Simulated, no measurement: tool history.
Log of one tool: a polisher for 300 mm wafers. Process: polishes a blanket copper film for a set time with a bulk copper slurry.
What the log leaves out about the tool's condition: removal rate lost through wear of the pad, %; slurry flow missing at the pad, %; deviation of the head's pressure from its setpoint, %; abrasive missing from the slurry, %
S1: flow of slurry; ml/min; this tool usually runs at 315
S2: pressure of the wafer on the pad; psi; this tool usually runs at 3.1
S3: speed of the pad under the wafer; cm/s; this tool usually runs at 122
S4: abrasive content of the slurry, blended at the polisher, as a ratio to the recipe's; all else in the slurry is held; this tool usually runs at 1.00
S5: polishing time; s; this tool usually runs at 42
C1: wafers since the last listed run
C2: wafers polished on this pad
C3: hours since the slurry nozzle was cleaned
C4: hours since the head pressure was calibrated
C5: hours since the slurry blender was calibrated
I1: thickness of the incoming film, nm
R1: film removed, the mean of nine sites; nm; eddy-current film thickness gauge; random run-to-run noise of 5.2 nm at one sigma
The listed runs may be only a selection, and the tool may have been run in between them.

run 1 hour=0.0 | S1=230 S2=3.1 S3=122 S4=1.15 S5=42 | C1=0 C2=592 C3=144.3 C4=764.1 C5=264.1 | I1=4199.6 | R1=446.7
-- hour=16.1 slurry blender recalibrated
run 2 hour=51.0 | S1=230 S2=3.1 S3=122 S4=1.15 S5=42 | C1=735 C2=1328 C3=195.3 C4=815.1 C5=34.9 | I1=4295.3 | R1=443.2
run 3 hour=120.0 | S1=230 S2=3.1 S3=122 S4=1.00 S5=42 | C1=1036 C2=2364 C3=264.3 C4=884.1 C5=103.9 | I1=4220.1 | R1=426.6
-- hour=243.1 worn pad replaced by a new one
-- hour=264.8 slurry blender recalibrated
run 4 hour=266.1 | S1=230 S2=3.1 S3=122 S4=1.00 S5=42 | C1=2103 C2=315 C3=410.4 C4=1030.2 C5=1.3 | I1=4185.3 | R1=416.5
run 5 hour=312.2 | S1=230 S2=3.1 S3=122 S4=1.00 S5=42 | C1=692 C2=1008 C3=456.5 C4=1076.3 C5=47.4 | I1=4240.9 | R1=428.5
run 6 hour=375.2 | S1=380 S2=3.1 S3=122 S4=1.00 S5=42 | C1=946 C2=1954 C3=519.5 C4=1139.3 C5=110.4 | I1=4286.8 | R1=445.9
run 7 hour=446.8 | S1=315 S2=3.1 S3=122 S4=1.00 S5=42 | C1=1075 C2=3029 C3=591.1 C4=1210.9 C5=182.0 | I1=4169.1 | R1=430.4
run 8 hour=473.0 | S1=290 S2=3.1 S3=136 S4=1.00 S5=42 | C1=393 C2=3422 C3=617.3 C4=1237.1 C5=208.2 | I1=4228.1 | R1=470.7
-- hour=516.5 worn pad replaced by a new one
-- hour=517.3 slurry blender recalibrated
run 9 hour=517.8 | S1=290 S2=3.1 S3=136 S4=1.00 S5=42 | C1=600 C2=7 C3=662.1 C4=1281.9 C5=0.5 | I1=4276.5 | R1=473.7
-- hour=524.9 head pressure recalibrated
-- hour=547.9 slurry nozzle cleaned
run 10 hour=644.1 | S1=290 S2=3.1 S3=136 S4=1.00 S5=42 | C1=1851 C2=1858 C3=96.2 C4=119.2 C5=126.8 | I1=4204.2 | R1=475.2
run 11 hour=704.3 | S1=315 S2=3.1 S3=122 S4=1.00 S5=48 | C1=903 C2=2762 C3=156.4 C4=179.4 C5=187.0 | I1=4234.0 | R1=499.8
run 12 hour=730.4 | S1=315 S2=2.2 S3=96 S4=1.10 S5=42 | C1=391 C2=3154 C3=182.5 C4=205.5 C5=213.1 | I1=4160.6 | R1=244.6
run 13 hour=758.9 | S1=315 S2=3.1 S3=110 S4=1.00 S5=42 | C1=427 C2=3582 C3=211.0 C4=234.0 C5=241.6 | I1=4288.2 | R1=403.2
-- hour=777.9 slurry blender recalibrated
-- hour=787.1 worn pad replaced by a new one
run 14 hour=797.6 | S1=315 S2=4.0 S3=122 S4=1.00 S5=52 | C1=491 C2=157 C3=249.7 C4=272.7 C5=19.7 | I1=4219.1 | R1=702.4
run 15 hour=830.1 | S1=315 S2=3.1 S3=122 S4=1.00 S5=42 | C1=488 C2=645 C3=282.2 C4=305.2 C5=52.2 | I1=4316.4 | R1=434.1
run 16 hour=888.4 | S1=315 S2=3.1 S3=122 S4=1.10 S5=42 | C1=875 C2=1521 C3=340.5 C4=363.5 C5=110.5 | I1=4246.3 | R1=443.2
run 17 hour=921.6 | S1=315 S2=3.1 S3=122 S4=1.00 S5=42 | C1=498 C2=2019 C3=373.7 C4=396.7 C5=143.7 | I1=4264.3 | R1=435.3
-- hour=1020.0 worn pad replaced by a new one
-- hour=1057.2 slurry blender recalibrated
run 18 hour=1095.9 | S1=290 S2=3.1 S3=136 S4=1.00 S5=42 | C1=2527 C2=1110 C3=548.0 C4=571.0 C5=38.7 | I1=4277.5 | R1=465.2
run 19 hour=1169.7 | S1=315 S2=3.1 S3=164 S4=1.15 S5=42 | C1=1108 C2=2218 C3=621.8 C4=644.8 C5=112.5 | I1=4271.1 | R1=602.0
run 20 hour=1218.3 | S1=315 S2=3.1 S3=122 S4=1.00 S5=42 | C1=729 C2=2948 C3=670.4 C4=693.4 C5=161.1 | I1=4214.8 | R1=438.9
run 21 hour=1273.9 | S1=315 S2=3.1 S3=122 S4=1.00 S5=42 | C1=834 C2=3782 C3=726.0 C4=749.0 C5=216.7 | I1=4228.0 | R1=438.1
-- hour=1290.8 worn pad replaced by a new one
-- hour=1290.8 slurry nozzle cleaned
run 22 hour=1309.0 | S1=205 S2=3.1 S3=96 S4=1.00 S5=42 | C1=465 C2=272 C3=18.2 C4=784.1 C5=251.8 | I1=4317.5 | R1=341.2
-- hour=1318.0 slurry blender recalibrated
run 23 hour=1358.5 | S1=270 S2=3.1 S3=122 S4=0.90 S5=51 | C1=713 C2=985 C3=67.7 C4=833.6 C5=40.5 | I1=4157.4 | R1=503.8

Alternative continuations, all from the tool just after run 23; predict every row:
run A hour=1358.9 | S1=315 S2=3.1 S3=122 S4=1.00 S5=30 | C1=6 C2=991 C3=68.1 C4=834.0 C5=40.9 | I1=4228.7 | R1=?
run B hour=1358.9 | S1=395 S2=2.2 S3=122 S4=1.00 S5=46 | C1=6 C2=991 C3=68.1 C4=834.0 C5=40.9 | I1=4228.7 | R1=?
run C hour=1358.9 | S1=225 S2=4.1 S3=122 S4=1.00 S5=42 | C1=6 C2=991 C3=68.1 C4=834.0 C5=40.9 | I1=4228.7 | R1=?

run=A R1=315.7
run=B R1=347.5
run=C R1=574.4
Had the tool no hidden state, the same runs would have come out as:
run=A R1=315.7
run=B R1=347.5
run=C R1=574.4

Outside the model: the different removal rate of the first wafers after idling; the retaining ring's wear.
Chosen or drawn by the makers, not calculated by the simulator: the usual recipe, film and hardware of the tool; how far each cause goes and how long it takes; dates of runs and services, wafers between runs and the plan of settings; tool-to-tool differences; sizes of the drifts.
